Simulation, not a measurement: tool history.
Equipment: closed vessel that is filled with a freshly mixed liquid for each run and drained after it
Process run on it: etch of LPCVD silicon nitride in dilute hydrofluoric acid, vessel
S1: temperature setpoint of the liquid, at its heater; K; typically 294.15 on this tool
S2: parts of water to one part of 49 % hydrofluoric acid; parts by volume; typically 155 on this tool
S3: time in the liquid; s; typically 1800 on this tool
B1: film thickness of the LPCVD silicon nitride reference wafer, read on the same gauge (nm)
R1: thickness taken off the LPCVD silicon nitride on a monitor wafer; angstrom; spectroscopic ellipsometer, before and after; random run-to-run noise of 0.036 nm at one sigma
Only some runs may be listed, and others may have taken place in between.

run,hour,S1,S2,S3,B1,R1
1,0.0,294.15,155,1800,140.00,48.2
2,43.7,294.15,155,1800,140.01,48.3
3,99.6,292.65,155,1800,139.98,43.4
# hour 108.8: hydrofluoric acid flow meter replaced
4,200.5,292.65,155,1800,139.99,46.4
5,298.2,294.15,155,1800,139.98,51.0
6,350.7,294.15,155,1800,139.99,51.6
7,446.3,294.15,155,1800,139.99,50.9
8,515.2,294.15,155,1800,140.00,50.8
9,621.8,294.15,155,1800,140.01,50.6
10,662.6,294.15,155,1190,140.01,32.7
11,726.3,294.15,155,1190,139.98,33.0
12,764.0,294.15,155,1800,140.00,49.9
13,811.6,294.15,155,1800,140.00,50.1
14,902.2,294.15,155,1800,139.99,49.5
# hour 911.8: thermometer replaced
15,961.6,294.15,155,2805,139.99,76.8
16,998.4,294.15,155,1800,140.03,49.9
17,1069.1,294.15,190,1800,139.99,39.8
18,1189.4,291.65,155,1800,139.99,41.1
# hour 1193.4: hydrofluoric acid flow meter replaced
19,1239.1,290.65,105,2155,140.02,72.2
# hour 1263.5: gauge calibrated
20,1311.6,292.15,90,2195,139.99,93.6
21,1349.0,290.15,155,1800,139.99,39.4
22,1418.1,294.15,155,1800,140.01,51.5
23,1505.4,294.15,155,1015,140.00,28.5
24,1574.6,296.65,85,1800,139.99,109.1
25,1669.4,294.15,155,1800,139.97,51.0
26,1765.8,294.15,155,1800,140.02,49.7
27,1944.0,292.65,195,1800,140.00,35.7
28,2032.9,290.15,185,2080,139.99,37.2
29,2094.2,290.15,200,2190,139.99,35.8

Predict each of these 3 candidate next runs independently; none follows another, all start after run 29:
A,2095.3,294.15,135,1800,?,?
B,2095.3,294.15,115,1800,?,?
C,2095.3,294.15,155,2820,?,?

run,B1,R1
A,140.01,56.7
B,140.01,66.3
C,140.01,77.6
What these runs would have given with no unlogged condition in the tool:
run,R1
A,59.7
B,69.8
C,81.7

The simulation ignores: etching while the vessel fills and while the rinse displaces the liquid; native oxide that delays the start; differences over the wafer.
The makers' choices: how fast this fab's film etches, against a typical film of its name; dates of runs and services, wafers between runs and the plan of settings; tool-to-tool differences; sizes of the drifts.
